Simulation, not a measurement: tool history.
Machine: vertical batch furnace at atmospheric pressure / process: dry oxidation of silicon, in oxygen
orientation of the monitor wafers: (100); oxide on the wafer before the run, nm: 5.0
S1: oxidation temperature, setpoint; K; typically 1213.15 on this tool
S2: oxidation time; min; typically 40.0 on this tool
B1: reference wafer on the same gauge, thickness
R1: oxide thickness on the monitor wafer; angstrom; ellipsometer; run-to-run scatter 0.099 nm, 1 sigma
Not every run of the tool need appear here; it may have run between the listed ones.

| run | day | S1 | S2 | B1 | R1 |
|---|---|---|---|---|---|
| 1 | 0.000 | 1213.15 | 40.0 | 19.11 | 198.4 |
| 2 | 2.275 | 1213.15 | 40.0 | 19.05 | 200.2 |
| 3 | 3.942 | 1213.15 | 40.0 | 19.06 | 199.4 |
| 4 | 6.583 | 1201.15 | 27.0 | 19.03 | 143.0 |
| 5 | 8.771 | 1201.15 | 27.0 | 18.97 | 143.9 |
|  | 10.317 | boat lift adjusted |
| 6 | 10.912 | 1231.15 | 40.0 | 18.96 | 235.0 |
| 7 | 12.300 | 1231.15 | 40.0 | 18.89 | 235.5 |
| 8 | 13.862 | 1213.15 | 40.0 | 18.87 | 197.3 |
| 9 | 14.904 | 1213.15 | 40.0 | 18.84 | 197.2 |
| 10 | 16.112 | 1228.15 | 40.0 | 18.82 | 227.6 |
|  | 17.654 | gauge calibrated |
|  | 17.746 | thermocouples replaced and temperature profile calibrated |
| 11 | 18.104 | 1192.15 | 40.0 | 19.10 | 166.7 |
| 12 | 19.838 | 1196.15 | 57.0 | 19.10 | 212.1 |
| 13 | 20.925 | 1193.15 | 40.0 | 19.05 | 168.3 |
| 14 | 26.871 | 1213.15 | 56.0 | 19.02 | 243.8 |
| 15 | 28.558 | 1213.15 | 56.0 | 19.01 | 242.3 |
| 16 | 30.021 | 1201.15 | 27.0 | 18.97 | 144.8 |
| 17 | 31.417 | 1233.15 | 46.5 | 18.93 | 260.3 |
| 18 | 33.054 | 1213.15 | 40.0 | 18.90 | 198.9 |

Here are 3 independent what-if runs from the current tool condition. What would each one return?
| A | 33.271 | 1213.15 | 22.5 | ? | ? |
| B | 33.271 | 1206.15 | 33.5 | ? | ? |
| C | 33.271 | 1195.15 | 55.5 | ? | ? |

| run | B1 | R1 |
|---|---|---|
| A | 18.90 | 141.8 |
| B | 18.90 | 166.3 |
| C | 18.90 | 203.3 |
With no hidden state in the tool, these same runs would have given:
| run | R1 |
|---|---|
| A | 143.3 |
| B | 168.1 |
| C | 205.4 |

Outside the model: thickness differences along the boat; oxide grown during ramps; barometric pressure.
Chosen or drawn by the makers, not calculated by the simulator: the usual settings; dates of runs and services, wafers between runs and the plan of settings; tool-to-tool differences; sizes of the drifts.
